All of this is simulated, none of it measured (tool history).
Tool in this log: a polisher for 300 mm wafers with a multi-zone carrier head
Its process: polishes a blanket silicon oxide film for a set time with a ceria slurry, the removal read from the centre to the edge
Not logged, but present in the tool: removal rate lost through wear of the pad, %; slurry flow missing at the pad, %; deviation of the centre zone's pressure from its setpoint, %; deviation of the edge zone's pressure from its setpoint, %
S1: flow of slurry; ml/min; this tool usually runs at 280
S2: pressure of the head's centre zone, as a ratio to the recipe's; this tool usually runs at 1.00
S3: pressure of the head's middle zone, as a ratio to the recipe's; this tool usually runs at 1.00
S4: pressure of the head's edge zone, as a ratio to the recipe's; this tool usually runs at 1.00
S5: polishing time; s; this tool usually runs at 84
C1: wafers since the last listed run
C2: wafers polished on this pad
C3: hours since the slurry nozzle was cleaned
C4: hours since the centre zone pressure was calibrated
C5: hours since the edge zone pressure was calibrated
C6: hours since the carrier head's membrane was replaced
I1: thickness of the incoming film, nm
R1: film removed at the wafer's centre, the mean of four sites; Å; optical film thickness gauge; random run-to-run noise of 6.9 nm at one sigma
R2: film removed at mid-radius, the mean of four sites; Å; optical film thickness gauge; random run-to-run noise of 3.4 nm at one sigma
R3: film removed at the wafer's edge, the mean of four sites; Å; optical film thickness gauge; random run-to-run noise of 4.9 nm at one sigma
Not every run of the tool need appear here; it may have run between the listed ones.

run 1 hour=0.0 | S1=280 S2=1.00 S3=1.00 S4=1.00 S5=84 | C1=0 C2=106 C3=606.9 C4=842.3 C5=1353.1 C6=1574.4 | I1=1499.6 | R1=5027 R2=4900 R3=4982
run 2 hour=12.8 | S1=280 S2=1.00 S3=1.00 S4=1.00 S5=84 | C1=134 C2=241 C3=619.7 C4=855.1 C5=1365.9 C6=1587.2 | I1=1499.1 | R1=5136 R2=4840 R3=4919
run 3 hour=38.9 | S1=280 S2=1.00 S3=1.00 S4=1.00 S5=84 | C1=273 C2=515 C3=645.8 C4=881.2 C5=1392.0 C6=1613.3 | I1=1485.9 | R1=5074 R2=4865 R3=4952
run 4 hour=60.9 | S1=280 S2=1.00 S3=1.00 S4=1.00 S5=84 | C1=230 C2=746 C3=667.8 C4=903.2 C5=1414.0 C6=1635.3 | I1=1526.1 | R1=4956 R2=4838 R3=4898
-- hour=118.6 carrier head's membrane replaced by a new one
-- hour=148.4 edge zone pressure recalibrated
-- hour=160.5 worn pad replaced by a new one, repeated, since the last time left the tool worse
run 5 hour=161.0 | S1=280 S2=1.00 S3=1.00 S4=1.00 S5=84 | C1=935 C2=4 C3=767.9 C4=1003.3 C5=12.6 C6=42.4 | I1=1496.3 | R1=5409 R2=5352 R3=5347
run 6 hour=175.1 | S1=280 S2=1.00 S3=1.00 S4=1.00 S5=84 | C1=147 C2=152 C3=782.0 C4=1017.4 C5=26.7 C6=56.5 | I1=1512.5 | R1=5503 R2=5313 R3=5312
run 7 hour=199.7 | S1=280 S2=0.91 S3=1.00 S4=1.00 S5=84 | C1=258 C2=411 C3=806.6 C4=1042.0 C5=51.3 C6=81.1 | I1=1510.6 | R1=4964 R2=5276 R3=5335
run 8 hour=242.5 | S1=280 S2=1.09 S3=1.00 S4=1.00 S5=84 | C1=449 C2=860 C3=849.4 C4=1084.8 C5=94.1 C6=123.9 | I1=1530.1 | R1=5740 R2=5187 R3=5225
run 9 hour=261.1 | S1=280 S2=1.00 S3=1.00 S4=0.96 S5=84 | C1=195 C2=1055 C3=868.0 C4=1103.4 C5=112.7 C6=142.5 | I1=1510.9 | R1=5213 R2=5182 R3=5149
-- hour=288.5 worn pad replaced by a new one
run 10 hour=289.8 | S1=280 S2=1.00 S3=1.00 S4=1.00 S5=84 | C1=259 C2=13 C3=896.7 C4=1132.1 C5=141.4 C6=171.2 | I1=1506.8 | R1=5513 R2=5363 R3=5347
-- hour=308.0 slurry nozzle cleaned
run 11 hour=323.3 | S1=280 S2=1.00 S3=1.00 S4=1.00 S5=84 | C1=341 C2=354 C3=15.3 C4=1165.6 C5=174.9 C6=204.7 | I1=1518.4 | R1=5427 R2=5347 R3=5343
run 12 hour=344.3 | S1=330 S2=1.00 S3=0.89 S4=1.04 S5=84 | C1=220 C2=575 C3=36.3 C4=1186.6 C5=195.9 C6=225.7 | I1=1517.5 | R1=5497 R2=4826 R3=5427
run 13 hour=364.9 | S1=365 S2=1.00 S3=0.89 S4=1.00 S5=84 | C1=216 C2=791 C3=56.9 C4=1207.2 C5=216.5 C6=246.3 | I1=1516.4 | R1=5481 R2=4902 R3=5416
-- hour=383.3 centre zone pressure recalibrated
-- hour=437.5 worn pad replaced by a new one
run 14 hour=446.8 | S1=280 S2=1.00 S3=1.00 S4=1.00 S5=84 | C1=796 C2=97 C3=138.8 C4=63.5 C5=298.4 C6=328.2 | I1=1512.5 | R1=5496 R2=5332 R3=5417
run 15 hour=463.2 | S1=280 S2=1.04 S3=1.00 S4=0.93 S5=84 | C1=172 C2=269 C3=155.2 C4=79.9 C5=314.8 C6=344.6 | I1=1503.9 | R1=5623 R2=5284 R3=5215
run 16 hour=476.8 | S1=280 S2=1.00 S3=1.00 S4=1.10 S5=110 | C1=142 C2=412 C3=168.8 C4=93.5 C5=328.4 C6=358.2 | I1=1497.2 | R1=7096 R2=6839 R3=7303
run 17 hour=492.8 | S1=185 S2=1.08 S3=1.07 S4=1.00 S5=73 | C1=167 C2=580 C3=184.8 C4=109.5 C5=344.4 C6=374.2 | I1=1521.6 | R1=4829 R2=4726 R3=4493
run 18 hour=507.9 | S1=280 S2=1.00 S3=1.00 S4=1.00 S5=84 | C1=158 C2=738 C3=199.9 C4=124.6 C5=359.5 C6=389.3 | I1=1526.6 | R1=5351 R2=5218 R3=5236
run 19 hour=536.5 | S1=280 S2=1.05 S3=1.08 S4=1.09 S5=84 | C1=300 C2=1038 C3=228.5 C4=153.2 C5=388.1 C6=417.9 | I1=1518.6 | R1=5534 R2=5455 R3=5333
run 20 hour=568.3 | S1=280 S2=1.00 S3=0.92 S4=1.00 S5=76 | C1=333 C2=1372 C3=260.3 C4=185.0 C5=419.9 C6=449.7 | I1=1500.7 | R1=4756 R2=4237 R3=4735
run 21 hour=580.7 | S1=205 S2=1.00 S3=1.00 S4=0.93 S5=84 | C1=130 C2=1502 C3=272.7 C4=197.4 C5=432.3 C6=462.1 | I1=1515.4 | R1=5039 R2=4866 R3=4875
-- hour=594.7 worn pad replaced by a new one
run 22 hour=596.1 | S1=280 S2=1.00 S3=1.00 S4=1.00 S5=84 | C1=119 C2=14 C3=288.1 C4=212.8 C5=447.7 C6=477.5 | I1=1503.1 | R1=5480 R2=5299 R3=5312

Consider 4 possible next runs. They are alternatives, not a sequence: every one starts from the tool as it was left by run 22. What does each give?
run A hour=596.5 | S1=280 S2=1.00 S3=1.00 S4=0.97 S5=84 | C1=4 C2=18 C3=288.5 C4=213.2 C5=448.1 C6=477.9 | I1=1522.8 | R1=? R2=? R3=?
run B hour=596.5 | S1=280 S2=1.00 S3=1.04 S4=0.93 S5=84 | C1=4 C2=18 C3=288.5 C4=213.2 C5=448.1 C6=477.9 | I1=1522.8 | R1=? R2=? R3=?
run C hour=596.5 | S1=280 S2=0.91 S3=1.04 S4=1.00 S5=106 | C1=4 C2=18 C3=288.5 C4=213.2 C5=448.1 C6=477.9 | I1=1522.8 | R1=? R2=? R3=?
run D hour=596.5 | S1=280 S2=1.05 S3=1.00 S4=0.90 S5=108 | C1=4 C2=18 C3=288.5 C4=213.2 C5=448.1 C6=477.9 | I1=1522.8 | R1=? R2=? R3=?

run=A R1=5539 R2=5310 R3=5293
run=B R1=5540 R2=5490 R3=5218
run=C R1=6432 R2=6930 R3=6744
run=D R1=7438 R2=6826 R3=6642
Without the tool's hidden state the same runs would have given:
run=A R1=5573 R2=5343 R3=5326
run=B R1=5575 R2=5524 R3=5250
run=C R1=6472 R2=6973 R3=6786
run=D R1=7484 R2=6869 R3=6683
